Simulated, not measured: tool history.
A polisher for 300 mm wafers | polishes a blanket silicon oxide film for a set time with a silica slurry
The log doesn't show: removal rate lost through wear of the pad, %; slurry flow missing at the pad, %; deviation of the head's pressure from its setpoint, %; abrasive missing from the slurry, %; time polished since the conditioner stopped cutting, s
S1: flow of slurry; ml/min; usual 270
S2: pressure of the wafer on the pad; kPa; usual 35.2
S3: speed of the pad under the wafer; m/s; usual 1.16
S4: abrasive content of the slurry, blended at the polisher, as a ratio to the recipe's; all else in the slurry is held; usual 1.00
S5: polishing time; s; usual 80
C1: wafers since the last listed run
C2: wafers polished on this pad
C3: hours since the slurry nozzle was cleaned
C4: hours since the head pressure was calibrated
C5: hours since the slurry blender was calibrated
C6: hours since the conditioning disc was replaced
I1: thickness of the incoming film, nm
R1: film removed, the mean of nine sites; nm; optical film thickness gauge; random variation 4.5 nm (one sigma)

| run | day | S1 | S2 | S3 | S4 | S5 | C1 | C2 | C3 | C4 | C5 | C6 | I1 | R1 |
|---|---|---|---|---|---|---|---|---|---|---|---|---|---|---|
| 1 | 0.000 | 270 | 35.2 | 1.16 | 1.00 | 80 | 0 | 1092 | 430.5 | 876.4 | 0.5 | 39.7 | 959.7 | 305.5 |
| 2 | 0.192 | 270 | 35.2 | 0.98 | 1.00 | 80 | 63 | 1155 | 435.1 | 881.0 | 5.1 | 44.3 | 975.2 | 269.3 |
|  | 0.608 | worn pad replaced by a new one |
| 3 | 0.642 | 270 | 35.2 | 0.98 | 1.00 | 80 | 93 | 10 | 445.9 | 891.8 | 15.9 | 55.1 | 961.6 | 273.3 |
| 4 | 1.279 | 270 | 35.2 | 1.16 | 1.00 | 80 | 210 | 221 | 461.2 | 907.1 | 31.2 | 70.4 | 958.6 | 299.5 |
| 5 | 1.838 | 270 | 35.2 | 1.16 | 1.00 | 80 | 184 | 405 | 474.6 | 920.5 | 44.6 | 83.8 | 945.9 | 299.7 |
|  | 2.017 | conditioning disc replaced and pad reconditioned, repeated, since the last time left the tool worse |
| 6 | 2.417 | 270 | 35.2 | 1.16 | 1.00 | 80 | 163 | 569 | 488.5 | 934.4 | 58.5 | 9.6 | 952.9 | 376.8 |
| 7 | 2.779 | 270 | 35.2 | 1.16 | 1.00 | 80 | 119 | 688 | 497.2 | 943.1 | 67.2 | 18.3 | 956.4 | 359.3 |
|  | 3.425 | slurry nozzle cleaned |
| 8 | 3.525 | 270 | 26.9 | 1.16 | 0.80 | 70 | 232 | 921 | 2.4 | 961.0 | 85.1 | 36.2 | 966.7 | 231.3 |
| 9 | 4.142 | 340 | 35.2 | 1.16 | 1.00 | 80 | 203 | 1124 | 17.2 | 975.8 | 99.9 | 51.0 | 959.6 | 364.5 |
|  | 4.692 | head pressure recalibrated |
| 10 | 4.825 | 270 | 35.2 | 1.02 | 1.00 | 89 | 198 | 1322 | 33.6 | 3.2 | 116.3 | 67.4 | 974.0 | 364.1 |
|  | 5.383 | worn pad replaced by a new one |
| 11 | 5.479 | 270 | 31.0 | 0.82 | 1.00 | 80 | 160 | 31 | 49.3 | 18.9 | 132.0 | 83.1 | 977.4 | 247.1 |
| 12 | 5.946 | 270 | 35.2 | 1.16 | 1.00 | 80 | 154 | 185 | 60.5 | 30.1 | 143.2 | 94.3 | 956.2 | 366.5 |
| 13 | 6.246 | 235 | 35.2 | 1.38 | 1.30 | 80 | 99 | 284 | 67.7 | 37.3 | 150.4 | 101.5 | 963.0 | 434.0 |
| 14 | 6.554 | 270 | 35.2 | 1.16 | 1.00 | 100 | 101 | 386 | 75.1 | 44.7 | 157.8 | 108.9 | 971.8 | 438.2 |
| 15 | 7.029 | 235 | 35.2 | 1.34 | 0.70 | 80 | 156 | 543 | 86.5 | 56.1 | 169.2 | 120.3 | 947.1 | 350.2 |
| 16 | 7.521 | 270 | 35.2 | 1.16 | 1.00 | 80 | 162 | 705 | 98.3 | 67.9 | 181.0 | 132.1 | 953.2 | 357.6 |
| 17 | 8.025 | 270 | 35.2 | 1.16 | 1.00 | 80 | 166 | 871 | 110.4 | 80.0 | 193.1 | 144.2 | 964.5 | 355.9 |
| 18 | 8.450 | 270 | 42.7 | 1.16 | 0.90 | 89 | 140 | 1012 | 120.6 | 90.2 | 203.3 | 154.4 | 964.3 | 458.2 |
| 19 | 9.112 | 230 | 44.1 | 1.16 | 1.25 | 61 | 218 | 1230 | 136.5 | 106.1 | 219.2 | 170.3 | 967.4 | 355.3 |
| 20 | 9.367 | 270 | 29.0 | 1.16 | 1.00 | 80 | 83 | 1314 | 142.6 | 112.2 | 225.3 | 176.4 | 957.1 | 289.7 |
| 21 | 9.829 | 270 | 38.6 | 1.16 | 0.90 | 80 | 152 | 1467 | 153.7 | 123.3 | 236.4 | 187.5 | 962.8 | 372.4 |
|  | 10.117 | worn pad replaced by a new one |
| 22 | 10.442 | 235 | 35.2 | 1.16 | 0.80 | 63 | 147 | 107 | 168.4 | 138.0 | 251.1 | 202.2 | 959.9 | 247.2 |
| 23 | 10.846 | 270 | 46.9 | 1.16 | 1.10 | 97 | 133 | 241 | 178.1 | 147.7 | 260.8 | 211.9 | 956.9 | 555.0 |

The next listed run, before its measurement:
| 24 | 11.429 | 270 | 35.2 | 1.16 | 1.00 | 80 | 192 | 433 | 192.1 | 161.7 | 274.8 | 225.9 | 962.1 | ? |

{"run 24": {"R1": 346.8}}
Without the tool's hidden state the same run would have given R1 375.9 nm.

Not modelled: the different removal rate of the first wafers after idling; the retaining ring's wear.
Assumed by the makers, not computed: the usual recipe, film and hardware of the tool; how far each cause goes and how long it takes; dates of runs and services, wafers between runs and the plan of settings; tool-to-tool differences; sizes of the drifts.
